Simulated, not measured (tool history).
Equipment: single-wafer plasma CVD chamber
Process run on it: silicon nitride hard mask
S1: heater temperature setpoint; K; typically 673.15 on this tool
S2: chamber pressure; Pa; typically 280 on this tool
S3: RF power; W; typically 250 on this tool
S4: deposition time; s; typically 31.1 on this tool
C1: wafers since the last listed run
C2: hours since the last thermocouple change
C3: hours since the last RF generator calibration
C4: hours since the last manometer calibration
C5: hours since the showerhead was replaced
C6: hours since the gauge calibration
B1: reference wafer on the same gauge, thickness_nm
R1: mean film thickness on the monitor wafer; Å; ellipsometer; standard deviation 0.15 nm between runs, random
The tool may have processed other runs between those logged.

run 1 hour=0.0 | S1=668.15 S2=280 S3=250 S4=31.1 | C1=0 C2=2340.7 C3=571.2 C4=2456.2 C5=5870.5 C6=846.2 | B1=27.504 | R1=311.12
run 2 hour=55.5 | S1=668.15 S2=280 S3=250 S4=31.1 | C1=1242 C2=2396.2 C3=626.7 C4=2511.7 C5=5926.0 C6=901.7 | B1=27.449 | R1=311.60
run 3 hour=92.5 | S1=668.15 S2=280 S3=250 S4=31.1 | C1=828 C2=2433.2 C3=663.7 C4=2548.7 C5=5963.0 C6=938.7 | B1=27.478 | R1=311.24
run 4 hour=145.1 | S1=673.15 S2=280 S3=250 S4=31.1 | C1=1177 C2=2485.8 C3=716.3 C4=2601.3 C5=6015.6 C6=991.3 | B1=27.420 | R1=312.09
-- hour=186.2 RF generator calibrated
run 5 hour=197.8 | S1=673.15 S2=280 S3=250 S4=31.1 | C1=1000 C2=2538.5 C3=11.6 C4=2654.0 C5=6068.3 C6=1044.0 | B1=27.489 | R1=325.08
run 6 hour=284.9 | S1=673.15 S2=280 S3=250 S4=31.1 | C1=1949 C2=2625.6 C3=98.7 C4=2741.1 C5=6155.4 C6=1131.1 | B1=27.495 | R1=321.02
run 7 hour=346.5 | S1=673.15 S2=280 S3=250 S4=31.1 | C1=1378 C2=2687.2 C3=160.3 C4=2802.7 C5=6217.0 C6=1192.7 | B1=27.542 | R1=316.40
run 8 hour=385.8 | S1=673.15 S2=323 S3=250 S4=31.1 | C1=879 C2=2726.5 C3=199.6 C4=2842.0 C5=6256.3 C6=1232.0 | B1=27.452 | R1=326.77
run 9 hour=587.2 | S1=673.15 S2=280 S3=250 S4=31.1 | C1=4508 C2=2927.9 C3=401.0 C4=3043.4 C5=6457.7 C6=1433.4 | B1=27.534 | R1=312.87
-- hour=625.6 capacitance manometer re-zeroed and calibrated
run 10 hour=626.1 | S1=673.15 S2=280 S3=250 S4=31.1 | C1=691 C2=2966.8 C3=439.9 C4=0.5 C5=6496.6 C6=1472.3 | B1=27.516 | R1=311.22
-- hour=655.4 showerhead replaced
run 11 hour=817.1 | S1=673.15 S2=280 S3=250 S4=31.1 | C1=4096 C2=3157.8 C3=630.9 C4=191.5 C5=161.7 C6=1663.3 | B1=27.533 | R1=309.87
-- hour=867.7 thermocouple changed; heater temperature recalibrated
run 12 hour=868.2 | S1=673.15 S2=280 S3=250 S4=31.1 | C1=964 C2=0.5 C3=682.0 C4=242.6 C5=212.8 C6=1714.4 | B1=27.552 | R1=310.30
run 13 hour=910.8 | S1=673.15 S2=280 S3=250 S4=31.1 | C1=953 C2=43.1 C3=724.6 C4=285.2 C5=255.4 C6=1757.0 | B1=27.474 | R1=307.30
run 14 hour=966.2 | S1=673.15 S2=261 S3=250 S4=31.1 | C1=1240 C2=98.5 C3=780.0 C4=340.6 C5=310.8 C6=1812.4 | B1=27.545 | R1=304.88
run 15 hour=1001.2 | S1=673.15 S2=280 S3=250 S4=31.1 | C1=783 C2=133.5 C3=815.0 C4=375.6 C5=345.8 C6=1847.4 | B1=27.556 | R1=308.67
-- hour=1010.6 gauge calibrated
run 16 hour=1064.3 | S1=673.15 S2=280 S3=250 S4=31.1 | C1=1412 C2=196.6 C3=878.1 C4=438.7 C5=408.9 C6=53.7 | B1=27.494 | R1=309.53
-- hour=1081.8 RF generator calibrated
run 17 hour=1106.1 | S1=673.15 S2=280 S3=250 S4=31.1 | C1=756 C2=238.4 C3=24.3 C4=480.5 C5=450.7 C6=95.5 | B1=27.573 | R1=321.59
run 18 hour=1131.2 | S1=673.15 S2=248 S3=225 S4=31.1 | C1=561 C2=263.5 C3=49.4 C4=505.6 C5=475.8 C6=120.6 | B1=27.498 | R1=282.38
run 19 hour=1165.1 | S1=673.15 S2=280 S3=235 S4=31.1 | C1=758 C2=297.4 C3=83.3 C4=539.5 C5=509.7 C6=154.5 | B1=27.443 | R1=300.49
run 20 hour=1203.4 | S1=662.15 S2=251 S3=250 S4=36.5 | C1=857 C2=335.7 C3=121.6 C4=577.8 C5=548.0 C6=192.8 | B1=27.459 | R1=363.21
run 21 hour=1230.0 | S1=673.15 S2=280 S3=250 S4=31.1 | C1=595 C2=362.3 C3=148.2 C4=604.4 C5=574.6 C6=219.4 | B1=27.516 | R1=315.14
run 22 hour=1288.7 | S1=680.15 S2=280 S3=250 S4=25.6 | C1=1313 C2=421.0 C3=206.9 C4=663.1 C5=633.3 C6=278.1 | B1=27.501 | R1=256.58
run 23 hour=1355.4 | S1=663.15 S2=240 S3=280 S4=31.1 | C1=1493 C2=487.7 C3=273.6 C4=729.8 C5=700.0 C6=344.8 | B1=27.447 | R1=337.08
run 24 hour=1402.6 | S1=673.15 S2=343 S3=300 S4=31.1 | C1=1056 C2=534.9 C3=320.8 C4=777.0 C5=747.2 C6=392.0 | B1=27.550 | R1=380.30
run 25 hour=1462.6 | S1=673.15 S2=297 S3=250 S4=34.1 | C1=1343 C2=594.9 C3=380.8 C4=837.0 C5=807.2 C6=452.0 | B1=27.474 | R1=346.46
run 26 hour=1509.7 | S1=667.15 S2=323 S3=250 S4=26.8 | C1=1054 C2=642.0 C3=427.9 C4=884.1 C5=854.3 C6=499.1 | B1=27.455 | R1=278.19
run 27 hour=1563.4 | S1=673.15 S2=237 S3=220 S4=31.1 | C1=1202 C2=695.7 C3=481.6 C4=937.8 C5=908.0 C6=552.8 | B1=27.492 | R1=262.87
run 28 hour=1597.1 | S1=673.15 S2=260 S3=250 S4=27.9 | C1=754 C2=729.4 C3=515.3 C4=971.5 C5=941.7 C6=586.5 | B1=27.549 | R1=272.03
run 29 hour=1624.6 | S1=680.15 S2=224 S3=270 S4=35.3 | C1=615 C2=756.9 C3=542.8 C4=999.0 C5=969.2 C6=614.0 | B1=27.552 | R1=354.29
run 30 hour=1649.5 | S1=673.15 S2=280 S3=250 S4=31.1 | C1=557 C2=781.8 C3=567.7 C4=1023.9 C5=994.1 C6=638.9 | B1=27.496 | R1=310.54

How the hidden state differs across the entries between the runs, from the last listed run before each to the first after it:
Runs 4 to 5: RF generator calibrated (hour 186.2)
  delivered RF power above the setpoint (%): -5.7 -> -0.571
  the result without the hidden state subtracted from the measured one, R1: -16.86 -> -1.66 Å
Runs 9 to 10: capacitance manometer re-zeroed and calibrated (hour 625.6)
  delivered RF power above the setpoint (%): -4.81 -> -5
  the result without the hidden state subtracted from the measured one, R1: -14.12 -> -14.61 Å
Runs 10 to 11: showerhead replaced (hour 655.4)
  delivered RF power above the setpoint (%): -5 -> -5.61
  the result without the hidden state subtracted from the measured one, R1: -14.61 -> -16.46 Å
Runs 11 to 12: thermocouple changed; heater temperature recalibrated (hour 867.7)
  delivered RF power above the setpoint (%): -5.61 -> -5.72
  the result without the hidden state subtracted from the measured one, R1: -16.46 -> -16.81 Å
Runs 15 to 16: gauge calibrated (hour 1010.6)
  delivered RF power above the setpoint (%): -5.92 -> -5.99
  the result without the hidden state subtracted from the measured one, R1: -17.35 -> -17.61 Å
Runs 16 to 17: RF generator calibrated (hour 1081.8)
  delivered RF power above the setpoint (%): -5.99 -> -1.6
  the result without the hidden state subtracted from the measured one, R1: -17.61 -> -4.64 Å

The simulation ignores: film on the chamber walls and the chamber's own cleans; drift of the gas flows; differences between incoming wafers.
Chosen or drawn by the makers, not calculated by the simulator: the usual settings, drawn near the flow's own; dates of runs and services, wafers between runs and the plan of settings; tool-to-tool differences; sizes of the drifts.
